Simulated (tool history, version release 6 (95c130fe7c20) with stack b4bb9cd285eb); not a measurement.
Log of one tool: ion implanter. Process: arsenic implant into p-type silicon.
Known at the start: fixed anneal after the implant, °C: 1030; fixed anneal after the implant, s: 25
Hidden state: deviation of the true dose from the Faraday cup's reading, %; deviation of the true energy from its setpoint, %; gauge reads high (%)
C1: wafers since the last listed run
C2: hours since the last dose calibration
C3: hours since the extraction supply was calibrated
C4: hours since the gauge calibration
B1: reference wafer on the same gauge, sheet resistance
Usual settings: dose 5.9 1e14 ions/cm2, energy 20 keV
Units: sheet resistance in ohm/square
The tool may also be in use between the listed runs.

Run 1, day 0: usual settings; C1 0; C2 1663.8; C3 5711.5; C4 19.8; B1 173.96. Result: sheet resistance 161.73 ohm/square.
Run 2, day 0.779: usual settings; C1 352; C2 1682.5; C3 5730.2; C4 38.5; B1 174.06. Result: sheet resistance 162.31 ohm/square.
Run 3, day 1.883: usual settings; C1 500; C2 1709; C3 5756.7; C4 65; B1 173.92. Result: sheet resistance 161.42 ohm/square.
Run 4, day 3: usual settings; C1 505; C2 1735.8; C3 5783.5; C4 91.8; B1 173.9. Result: sheet resistance 161.87 ohm/square.
Run 5, day 6.333: usual settings but energy 22 keV; C1 1509; C2 1815.8; C3 5863.5; C4 171.8; B1 173.99. Result: sheet resistance 159.92 ohm/square.
At day 7.579: Faraday cup replaced and dose calibrated.
Run 6, day 7.667: usual settings but energy 22 keV; C1 452; C2 2.1; C3 5895.5; C4 203.8; B1 173.99. Result: sheet resistance 163.12 ohm/square.
Run 7, day 8.921: usual settings but dose 7.22 1e14 ions/cm2, energy 18.5 keV; C1 567; C2 32.2; C3 5925.6; C4 233.9; B1 173.96. Result: sheet resistance 143.66 ohm/square.
At day 9.733: extraction supply calibrated.
Run 8, day 9.754: usual settings but dose 7.22 1e14 ions/cm2, energy 18.5 keV; C1 226; C2 52.2; C3 0.5; C4 253.9; B1 174.01. Result: sheet resistance 143.6 ohm/square.
Run 9, day 10.788: usual settings; C1 467; C2 77; C3 25.3; C4 278.7; B1 173.98. Result: sheet resistance 165.01 ohm/square.
Run 10, day 11.5: usual settings; C1 322; C2 94.1; C3 42.4; C4 295.8; B1 174.08. Result: sheet resistance 164.8 ohm/square.
Run 11, day 12.888: usual settings but dose 6.66 1e14 ions/cm2, energy 22 keV; C1 628; C2 127.4; C3 75.7; C4 329.1; B1 174.06. Result: sheet resistance 149.05 ohm/square.
Run 12, day 13.508: usual settings but dose 7.41 1e14 ions/cm2, energy 25.5 keV; C1 281; C2 142.3; C3 90.6; C4 344; B1 174.03. Result: sheet resistance 135.38 ohm/square.
Run 13, day 14.192: usual settings but dose 6.92 1e14 ions/cm2, energy 16 keV; C1 309; C2 158.7; C3 107; C4 360.4; B1 174.05. Result: sheet resistance 150.45 ohm/square.
Run 14, day 15.388: usual settings but dose 6.61 1e14 ions/cm2, energy 14 keV; C1 541; C2 187.4; C3 135.7; C4 389.1; B1 174.12. Result: sheet resistance 157.52 ohm/square.
Run 15, day 16.738: usual settings but energy 23.5 keV; C1 611; C2 219.8; C3 168.1; C4 421.5; B1 174. Result: sheet resistance 161.96 ohm/square.
At day 17.804: gauge calibrated.
Run 16, day 19.046: usual settings but dose 5.19 1e14 ions/cm2, energy 17 keV; C1 1045; C2 275.2; C3 223.5; C4 29.8; B1 174.03. Result: sheet resistance 185.23 ohm/square.
Run 17, day 20.45: usual settings but energy 24.5 keV; C1 635; C2 308.9; C3 257.2; C4 63.5; B1 174.02. Result: sheet resistance 161.07 ohm/square.
Run 18, day 21.354: usual settings but dose 4.49 1e14 ions/cm2; C1 409; C2 330.6; C3 278.9; C4 85.2; B1 174.03. Result: sheet resistance 203.32 ohm/square.
Run 19, day 22.608: usual settings; C1 567; C2 360.7; C3 309; C4 115.3; B1 174.03. Result: sheet resistance 165.27 ohm/square.
Run 20, day 23.433: usual settings; C1 373; C2 380.5; C3 328.8; C4 135.1; B1 174.02. Result: sheet resistance 165.1 ohm/square.

4 ways to go on from here, each from the tool as it stands after run 20. What would each give?
Run A, day 23.45: usual settings but dose 4.61 1e14 ions/cm2; C1 7; C2 380.9; C3 329.2; C4 135.5; B1 ?. Result: sheet resistance ?.
Run B, day 23.45: usual settings but dose 7.59 1e14 ions/cm2, energy 14 keV; C1 7; C2 380.9; C3 329.2; C4 135.5; B1 ?. Result: sheet resistance ?.
Run C, day 23.45: usual settings but dose 5.03 1e14 ions/cm2, energy 13.5 keV; C1 7; C2 380.9; C3 329.2; C4 135.5; B1 ?. Result: sheet resistance ?.
Run D, day 23.45: usual settings but dose 4.15 1e14 ions/cm2, energy 16.5 keV; C1 7; C2 380.9; C3 329.2; C4 135.5; B1 ?. Result: sheet resistance ?.

run      B1  sheet resistance
  A  173.91            199.24
  B  173.91            142.02
  C  173.91            193.69
  D  173.91            220.38
Without the tool's hidden state the same runs would have given:
run  sheet resistance
  A            199.17
  B            141.98
  C            193.62
  D            220.31
